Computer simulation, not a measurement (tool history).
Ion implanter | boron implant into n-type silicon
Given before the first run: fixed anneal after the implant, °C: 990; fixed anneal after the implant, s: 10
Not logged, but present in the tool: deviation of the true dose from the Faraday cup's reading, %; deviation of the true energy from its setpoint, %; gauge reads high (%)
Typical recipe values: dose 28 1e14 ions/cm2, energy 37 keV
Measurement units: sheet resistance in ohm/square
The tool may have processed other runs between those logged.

run,hour,dose,energy,wafers since the last listed run,hours since the last dose calibration,hours since the extraction supply was calibrated,hours since the gauge calibration,"read-back reference wafer on the same gauge, sheet resistance",sheet resistance
1,0,28,37,0,1462.8,3083.5,558.3,70.09,62.38
2,14.2,28,42.5,178,1477,3097.7,572.5,70.05,60.78
3,48,28,42.5,425,1510.8,3131.5,606.3,70.15,61.17
4,77.8,28,42.5,375,1540.6,3161.3,636.1,70.13,61.04
5,108,28,37,380,1570.8,3191.5,666.3,70.11,62.56
6,132.9,28,37,313,1595.7,3216.4,691.2,70.15,61.55
7,160.1,28,37,342,1622.9,3243.6,718.4,70.07,62.11
8,177,28,37,212,1639.8,3260.5,735.3,70.15,62.34
9,194.1,28,37,215,1656.9,3277.6,752.4,70.1,62.4
10,227.1,23.58,28.5,415,1689.9,3310.6,785.4,70.22,70.89
11,250.1,23.58,28.5,289,1712.9,3333.6,808.4,70.13,71.31
12,263.6,28,37,169,1726.4,3347.1,821.9,70.15,61.79
13,290.6,28,37,339,1753.4,3374.1,848.9,70.15,62.13
14,305.6,28,37,188,1768.4,3389.1,863.9,70.14,62.59
15,318.7,28,37,164,1781.5,3402.2,877,70.04,62.56
16,337,28,37,230,1799.8,3420.5,895.3,69.97,62.41
17,349,28,37,151,1811.8,3432.5,907.3,69.95,62.63
# hour 356.9: gauge calibrated
# hour 359.6: Faraday cup replaced and dose calibrated
18,369.2,22.22,25.5,153,9.6,3452.7,12.3,70.23,75.24
# hour 395: extraction supply calibrated
19,404.4,25.84,31,342,44.8,9.4,47.5,70.08,67.14
20,423.5,22.28,41.5,240,63.9,28.5,66.6,70.02,69.98
21,452.9,23.29,46,370,93.3,57.9,96,70.26,66.85
22,473.8,24.7,30.5,263,114.2,78.8,116.9,70.16,68.24
23,500.4,22.06,24,334,140.8,105.4,143.5,70.03,76.19
24,518.1,28,37,222,158.5,123.1,161.2,70.09,63.1
25,534.6,23.29,46,207,175,139.6,177.7,70.25,66.77
26,550.6,32.38,29,201,191,155.6,193.7,70.02,61.33
27,586,33.25,26.5,445,226.4,191,229.1,70.17,62.94
28,609.5,32.38,29,295,249.9,214.5,252.6,70.11,61.68
29,635.2,28,26,323,275.6,240.2,278.3,70.1,67.61
30,653.8,30.37,43,234,294.2,258.8,296.9,70.09,58.03
31,667.4,22.98,37,171,307.8,272.4,310.5,70.15,68.36
32,696.3,28,37,363,336.7,301.3,339.4,70.02,62.18
33,728.4,28,32.5,404,368.8,333.4,371.5,70.08,64.21
34,756.7,28,37,356,397.1,361.7,399.8,70.09,62.32
35,790.7,28,24.5,427,431.1,395.7,433.8,70.28,68.74

Entry by entry between the runs, the difference in hidden state between the last listed run before and the first listed run after:
Logged between run 17 and run 18: gauge calibrated (hour 356.9); Faraday cup replaced and dose calibrated (hour 359.6)
  no difference in the tool's unlogged condition between these two runs
Logged between run 18 and run 19: extraction supply calibrated (hour 395)
  no difference in the tool's unlogged condition between these two runs
